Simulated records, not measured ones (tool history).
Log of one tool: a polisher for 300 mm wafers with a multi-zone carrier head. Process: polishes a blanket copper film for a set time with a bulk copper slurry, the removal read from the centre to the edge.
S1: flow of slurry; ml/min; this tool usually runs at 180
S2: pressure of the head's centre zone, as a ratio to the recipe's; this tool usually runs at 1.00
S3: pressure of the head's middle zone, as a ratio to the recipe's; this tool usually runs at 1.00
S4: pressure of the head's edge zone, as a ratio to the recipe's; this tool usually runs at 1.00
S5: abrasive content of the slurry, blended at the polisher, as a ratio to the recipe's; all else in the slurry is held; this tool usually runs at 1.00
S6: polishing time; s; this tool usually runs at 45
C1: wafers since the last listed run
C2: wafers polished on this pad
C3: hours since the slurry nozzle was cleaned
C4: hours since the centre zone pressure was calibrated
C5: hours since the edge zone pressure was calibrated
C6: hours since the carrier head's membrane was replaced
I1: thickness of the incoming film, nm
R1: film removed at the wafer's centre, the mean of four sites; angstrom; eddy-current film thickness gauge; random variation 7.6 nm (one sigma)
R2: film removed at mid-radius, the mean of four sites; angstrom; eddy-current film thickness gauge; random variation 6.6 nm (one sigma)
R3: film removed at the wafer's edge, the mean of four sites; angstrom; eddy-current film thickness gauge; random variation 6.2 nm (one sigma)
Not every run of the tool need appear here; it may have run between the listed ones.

{"run": 1, "hour": 0.0, "S1": 180, "S2": 1.0, "S3": 1.0, "S4": 0.9, "S5": 1.0, "S6": 45, "C1": 0, "C2": 772, "C3": 201.3, "C4": 615.0, "C5": 6.3, "C6": 563.3, "I1": 2749.9, "R1": 5003, "R2": 5869, "R3": 5392}
{"run": 2, "hour": 10.6, "S1": 180, "S2": 1.0, "S3": 1.0, "S4": 1.0, "S5": 1.05, "S6": 45, "C1": 131, "C2": 903, "C3": 211.9, "C4": 625.6, "C5": 16.9, "C6": 573.9, "I1": 2794.3, "R1": 5103, "R2": 5816, "R3": 5729}
{"run": 3, "hour": 19.2, "S1": 130, "S2": 1.0, "S3": 1.0, "S4": 1.0, "S5": 1.15, "S6": 45, "C1": 106, "C2": 1010, "C3": 220.5, "C4": 634.2, "C5": 25.5, "C6": 582.5, "I1": 2758.6, "R1": 4705, "R2": 5397, "R3": 5506}
{"hour": 24.6, "done": "worn pad replaced by a new one"}
{"run": 4, "hour": 35.4, "S1": 180, "S2": 1.0, "S3": 1.0, "S4": 1.0, "S5": 1.0, "S6": 40, "C1": 150, "C2": 133, "C3": 236.7, "C4": 650.4, "C5": 41.7, "C6": 598.7, "I1": 2828.6, "R1": 4424, "R2": 5098, "R3": 4991}
{"hour": 42.9, "done": "centre zone pressure recalibrated"}
{"run": 5, "hour": 48.0, "S1": 180, "S2": 1.0, "S3": 0.97, "S4": 1.0, "S5": 1.0, "S6": 45, "C1": 131, "C2": 264, "C3": 249.3, "C4": 5.1, "C5": 54.3, "C6": 611.3, "I1": 2766.7, "R1": 5760, "R2": 5613, "R3": 5579}
{"run": 6, "hour": 55.8, "S1": 150, "S2": 1.05, "S3": 1.0, "S4": 1.0, "S5": 0.9, "S6": 29, "C1": 96, "C2": 360, "C3": 257.1, "C4": 12.9, "C5": 62.1, "C6": 619.1, "I1": 2813.6, "R1": 3558, "R2": 3517, "R3": 3444}
{"run": 7, "hour": 73.2, "S1": 180, "S2": 0.93, "S3": 1.0, "S4": 0.89, "S5": 1.0, "S6": 45, "C1": 215, "C2": 576, "C3": 274.5, "C4": 30.3, "C5": 79.5, "C6": 636.5, "I1": 2815.3, "R1": 5369, "R2": 5734, "R3": 5466}
{"hour": 74.9, "done": "slurry nozzle cleaned"}
{"run": 8, "hour": 85.3, "S1": 180, "S2": 1.0, "S3": 1.0, "S4": 1.0, "S5": 1.0, "S6": 45, "C1": 137, "C2": 713, "C3": 10.4, "C4": 42.4, "C5": 91.6, "C6": 648.6, "I1": 2830.1, "R1": 5645, "R2": 5768, "R3": 5636}
{"run": 9, "hour": 91.4, "S1": 180, "S2": 1.0, "S3": 1.0, "S4": 0.9, "S5": 1.0, "S6": 45, "C1": 75, "C2": 789, "C3": 16.5, "C4": 48.5, "C5": 97.7, "C6": 654.7, "I1": 2792.2, "R1": 5699, "R2": 5728, "R3": 5404}
{"run": 10, "hour": 100.7, "S1": 180, "S2": 1.0, "S3": 1.0, "S4": 1.0, "S5": 1.1, "S6": 45, "C1": 115, "C2": 904, "C3": 25.8, "C4": 57.8, "C5": 107.0, "C6": 664.0, "I1": 2776.8, "R1": 5824, "R2": 5956, "R3": 5764}
{"hour": 107.9, "done": "worn pad replaced by a new one"}
{"run": 11, "hour": 118.5, "S1": 180, "S2": 1.08, "S3": 1.0, "S4": 1.0, "S5": 0.8, "S6": 38, "C1": 170, "C2": 131, "C3": 43.6, "C4": 75.6, "C5": 124.8, "C6": 681.8, "I1": 2820.0, "R1": 4982, "R2": 4620, "R3": 4605}
{"run": 12, "hour": 135.4, "S1": 180, "S2": 1.0, "S3": 1.0, "S4": 1.0, "S5": 1.0, "S6": 45, "C1": 209, "C2": 340, "C3": 60.5, "C4": 92.5, "C5": 141.7, "C6": 698.7, "I1": 2775.4, "R1": 5533, "R2": 5632, "R3": 5712}
{"run": 13, "hour": 152.1, "S1": 180, "S2": 1.0, "S3": 1.0, "S4": 1.0, "S5": 1.25, "S6": 45, "C1": 206, "C2": 546, "C3": 77.2, "C4": 109.2, "C5": 158.4, "C6": 715.4, "I1": 2825.1, "R1": 5946, "R2": 6048, "R3": 6016}
{"run": 14, "hour": 159.1, "S1": 115, "S2": 1.0, "S3": 0.89, "S4": 1.0, "S5": 1.0, "S6": 45, "C1": 86, "C2": 633, "C3": 84.2, "C4": 116.2, "C5": 165.4, "C6": 722.4, "I1": 2791.9, "R1": 4972, "R2": 4673, "R3": 5209}
{"hour": 166.2, "done": "carrier head's membrane replaced by a new one"}
{"run": 15, "hour": 171.2, "S1": 180, "S2": 1.0, "S3": 1.0, "S4": 1.0, "S5": 1.0, "S6": 45, "C1": 87, "C2": 721, "C3": 96.3, "C4": 128.3, "C5": 177.5, "C6": 5.0, "I1": 2818.2, "R1": 5522, "R2": 5675, "R3": 5646}
{"hour": 193.3, "done": "worn pad replaced by a new one"}
{"run": 16, "hour": 214.4, "S1": 180, "S2": 1.0, "S3": 1.0, "S4": 1.0, "S5": 1.0, "S6": 45, "C1": 485, "C2": 260, "C3": 139.5, "C4": 171.5, "C5": 220.7, "C6": 48.2, "I1": 2808.4, "R1": 5447, "R2": 5752, "R3": 5684}
{"run": 17, "hour": 223.0, "S1": 180, "S2": 1.0, "S3": 0.96, "S4": 1.0, "S5": 1.0, "S6": 40, "C1": 106, "C2": 367, "C3": 148.1, "C4": 180.1, "C5": 229.3, "C6": 56.8, "I1": 2781.7, "R1": 4912, "R2": 5056, "R3": 5013}
{"run": 18, "hour": 232.8, "S1": 215, "S2": 1.0, "S3": 0.89, "S4": 1.0, "S5": 1.0, "S6": 45, "C1": 121, "C2": 488, "C3": 157.9, "C4": 189.9, "C5": 239.1, "C6": 66.6, "I1": 2774.6, "R1": 5634, "R2": 5293, "R3": 5835}
{"run": 19, "hour": 248.5, "S1": 180, "S2": 1.0, "S3": 1.07, "S4": 1.0, "S5": 1.0, "S6": 58, "C1": 194, "C2": 682, "C3": 173.6, "C4": 205.6, "C5": 254.8, "C6": 82.3, "I1": 2761.5, "R1": 7069, "R2": 7959, "R3": 7359}
{"run": 20, "hour": 256.2, "S1": 220, "S2": 1.0, "S3": 1.0, "S4": 1.0, "S5": 1.25, "S6": 45, "C1": 95, "C2": 778, "C3": 181.3, "C4": 213.3, "C5": 262.5, "C6": 90.0, "I1": 2741.8, "R1": 6029, "R2": 6073, "R3": 6095}
{"run": 21, "hour": 262.7, "S1": 145, "S2": 1.0, "S3": 1.0, "S4": 1.04, "S5": 0.8, "S6": 37, "C1": 80, "C2": 858, "C3": 187.8, "C4": 219.8, "C5": 269.0, "C6": 96.5, "I1": 2751.7, "R1": 4162, "R2": 4345, "R3": 4336}

Entry by entry between the runs, the difference in hidden state between the last listed run before and the first listed run after:
From run 3 to run 4: worn pad replaced by a new one (hour 24.6)
  deviation of the centre zone's pressure from its setpoint, %: -12.8 -> -13.1
  measured value less the no-hidden-state value, R1: -699 -> -676 angstrom
From run 4 to run 5: centre zone pressure recalibrated (hour 42.9)
  deviation of the centre zone's pressure from its setpoint, %: -13.1 -> -0.339
  measured value less the no-hidden-state value, R1: -676 -> -20 angstrom
From run 7 to run 8: slurry nozzle cleaned (hour 74.9)
  deviation of the centre zone's pressure from its setpoint, %: -0.808 -> -1.03
  measured value less the no-hidden-state value, R1: -44 -> -60 angstrom
From run 10 to run 11: worn pad replaced by a new one (hour 107.9)
  deviation of the centre zone's pressure from its setpoint, %: -1.32 -> -1.65
  measured value less the no-hidden-state value, R1: -78 -> -83 angstrom
From run 14 to run 15: carrier head's membrane replaced by a new one (hour 166.2)
  deviation of the centre zone's pressure from its setpoint, %: -2.4 -> -2.63
  measured value less the no-hidden-state value, R1: -124 -> -151 angstrom
From run 15 to run 16: worn pad replaced by a new one (hour 193.3)
  deviation of the centre zone's pressure from its setpoint, %: -2.63 -> -3.43
  measured value less the no-hidden-state value, R1: -151 -> -195 angstrom
